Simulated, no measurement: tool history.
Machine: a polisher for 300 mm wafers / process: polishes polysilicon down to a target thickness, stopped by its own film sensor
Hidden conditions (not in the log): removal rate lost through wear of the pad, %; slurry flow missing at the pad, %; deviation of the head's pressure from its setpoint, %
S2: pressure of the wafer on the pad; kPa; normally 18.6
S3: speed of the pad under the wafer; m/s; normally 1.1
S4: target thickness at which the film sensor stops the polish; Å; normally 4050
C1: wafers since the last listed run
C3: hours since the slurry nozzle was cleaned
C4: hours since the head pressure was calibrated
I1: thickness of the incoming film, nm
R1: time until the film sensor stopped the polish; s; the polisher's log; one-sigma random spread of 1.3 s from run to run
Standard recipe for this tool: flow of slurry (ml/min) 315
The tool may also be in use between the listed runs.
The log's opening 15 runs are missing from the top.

{"hour": 398.3, "done": "worn pad replaced by a new one"}
{"run": 16, "hour": 398.9, "flow of slurry (ml/min)": 315, "S2": 18.6, "S3": 1.36, "S4": 4050, "C1": 158, "wafers polished on this pad": 4, "C3": 146.6, "C4": 1047.5, "I1": 983.1, "R1": 60.5}
{"hour": 447.3, "done": "head pressure recalibrated"}
{"run": 17, "hour": 499.5, "flow of slurry (ml/min)": 405, "S2": 18.6, "S3": 1.1, "S4": 4050, "C1": 707, "wafers polished on this pad": 711, "C3": 247.2, "C4": 52.2, "I1": 992, "R1": 69.7}
{"run": 18, "hour": 519.9, "flow of slurry (ml/min)": 260, "S2": 18.6, "S3": 1.1, "S4": 3460, "C1": 146, "wafers polished on this pad": 857, "C3": 267.6, "C4": 72.6, "I1": 1009.2, "R1": 81.1}
{"run": 19, "hour": 552.1, "flow of slurry (ml/min)": 315, "S2": 18.6, "S3": 1.1, "S4": 4050, "C1": 230, "wafers polished on this pad": 1088, "C3": 299.8, "C4": 104.8, "I1": 995.1, "R1": 68}
{"run": 20, "hour": 584.0, "flow of slurry (ml/min)": 315, "S2": 18.6, "S3": 1.1, "S4": 4050, "C1": 228, "wafers polished on this pad": 1317, "C3": 331.7, "C4": 136.7, "I1": 989.1, "R1": 68.4}
{"run": 21, "hour": 620.0, "flow of slurry (ml/min)": 315, "S2": 18.6, "S3": 1.1, "S4": 4050, "C1": 258, "wafers polished on this pad": 1575, "C3": 367.7, "C4": 172.7, "I1": 989.1, "R1": 69.3}
{"run": 22, "hour": 648.1, "flow of slurry (ml/min)": 275, "S2": 18.6, "S3": 1.1, "S4": 4050, "C1": 201, "wafers polished on this pad": 1777, "C3": 395.8, "C4": 200.8, "I1": 981.4, "R1": 68.7}
{"hour": 670.4, "done": "worn pad replaced by a new one"}
{"run": 23, "hour": 670.9, "flow of slurry (ml/min)": 275, "S2": 18.6, "S3": 1.1, "S4": 2650, "C1": 134, "wafers polished on this pad": 3, "C3": 418.6, "C4": 223.6, "I1": 983.7, "R1": 85.4}
{"run": 24, "hour": 692.4, "flow of slurry (ml/min)": 345, "S2": 24.8, "S3": 0.78, "S4": 4050, "C1": 154, "wafers polished on this pad": 157, "C3": 440.1, "C4": 245.1, "I1": 979.4, "R1": 72.9}
{"run": 25, "hour": 707.8, "flow of slurry (ml/min)": 315, "S2": 18.6, "S3": 1.1, "S4": 4050, "C1": 110, "wafers polished on this pad": 268, "C3": 455.5, "C4": 260.5, "I1": 998.1, "R1": 69.6}
{"run": 26, "hour": 741.7, "flow of slurry (ml/min)": 315, "S2": 20.7, "S3": 1.38, "S4": 4050, "C1": 243, "wafers polished on this pad": 511, "C3": 489.4, "C4": 294.4, "I1": 980.6, "R1": 52.2}
{"run": 27, "hour": 808.7, "flow of slurry (ml/min)": 315, "S2": 24.8, "S3": 0.74, "S4": 4050, "C1": 480, "wafers polished on this pad": 991, "C3": 556.4, "C4": 361.4, "I1": 992.2, "R1": 78}
{"hour": 811.6, "done": "slurry nozzle cleaned"}
{"run": 28, "hour": 844.3, "flow of slurry (ml/min)": 400, "S2": 24.1, "S3": 0.98, "S4": 4050, "C1": 248, "wafers polished on this pad": 1240, "C3": 32.7, "C4": 397, "I1": 1003.4, "R1": 61.9}
{"run": 29, "hour": 860.1, "flow of slurry (ml/min)": 420, "S2": 18.6, "S3": 1.22, "S4": 2670, "C1": 113, "wafers polished on this pad": 1353, "C3": 48.5, "C4": 412.8, "I1": 1007.5, "R1": 76.9}
{"run": 30, "hour": 873.3, "flow of slurry (ml/min)": 315, "S2": 18.6, "S3": 1.1, "S4": 5370, "C1": 94, "wafers polished on this pad": 1448, "C3": 61.7, "C4": 426, "I1": 976.6, "R1": 50.8}
{"run": 31, "hour": 889.3, "flow of slurry (ml/min)": 315, "S2": 24.1, "S3": 1.1, "S4": 3390, "C1": 114, "wafers polished on this pad": 1562, "C3": 77.7, "C4": 442, "I1": 980.6, "R1": 61.7}
{"run": 32, "hour": 910.7, "flow of slurry (ml/min)": 315, "S2": 18.6, "S3": 1.1, "S4": 4050, "C1": 153, "wafers polished on this pad": 1716, "C3": 99.1, "C4": 463.4, "I1": 992.3, "R1": 71.6}
{"hour": 966.6, "done": "worn pad replaced by a new one"}
{"run": 33, "hour": 1009.6, "flow of slurry (ml/min)": 390, "S2": 13.1, "S3": 1.48, "S4": 6070, "C1": 680, "wafers polished on this pad": 308, "C3": 198, "C4": 562.3, "I1": 993.4, "R1": 42.8}
{"run": 34, "hour": 1034.0, "flow of slurry (ml/min)": 315, "S2": 15.9, "S3": 1.1, "S4": 3200, "C1": 175, "wafers polished on this pad": 483, "C3": 222.4, "C4": 586.7, "I1": 980.6, "R1": 86.4}
{"run": 35, "hour": 1085.6, "flow of slurry (ml/min)": 315, "S2": 23.4, "S3": 0.88, "S4": 3210, "C1": 370, "wafers polished on this pad": 853, "C3": 274, "C4": 638.3, "I1": 996.9, "R1": 84.5}
{"run": 36, "hour": 1121.3, "flow of slurry (ml/min)": 380, "S2": 20.7, "S3": 1.2, "S4": 4050, "C1": 256, "wafers polished on this pad": 1109, "C3": 309.7, "C4": 674, "I1": 976.4, "R1": 61}
{"run": 37, "hour": 1153.9, "flow of slurry (ml/min)": 315, "S2": 18.6, "S3": 1.1, "S4": 4050, "C1": 233, "wafers polished on this pad": 1343, "C3": 342.3, "C4": 706.6, "I1": 978.8, "R1": 70.3}

Branching from run 37: 4 alternative next runs. What would each branch give?
{"run": "A", "hour": 1154.3, "flow of slurry (ml/min)": 315, "S2": 18.6, "S3": 1.1, "S4": 4050, "C1": 2, "wafers polished on this pad": 1346, "C3": 342.7, "C4": 707, "I1": 987.9, "R1": "?"}
{"run": "B", "hour": 1154.3, "flow of slurry (ml/min)": 315, "S2": 18.6, "S3": 1.1, "S4": 2190, "C1": 2, "wafers polished on this pad": 1346, "C3": 342.7, "C4": 707, "I1": 987.9, "R1": "?"}
{"run": "C", "hour": 1154.3, "flow of slurry (ml/min)": 270, "S2": 18.6, "S3": 1.1, "S4": 4050, "C1": 2, "wafers polished on this pad": 1346, "C3": 342.7, "C4": 707, "I1": 987.9, "R1": "?"}
{"run": "D", "hour": 1154.3, "flow of slurry (ml/min)": 225, "S2": 16.5, "S3": 1.3, "S4": 5430, "C1": 2, "wafers polished on this pad": 1346, "C3": 342.7, "C4": 707, "I1": 987.9, "R1": "?"}

run=A R1=69.6
run=B R1=91.8
run=C R1=70.7
run=D R1=51.6
Stripped of hidden state, with their random variation kept, the same runs would have yielded:
run=A R1=68.7
run=B R1=90.7
run=C R1=69.8
run=D R1=51
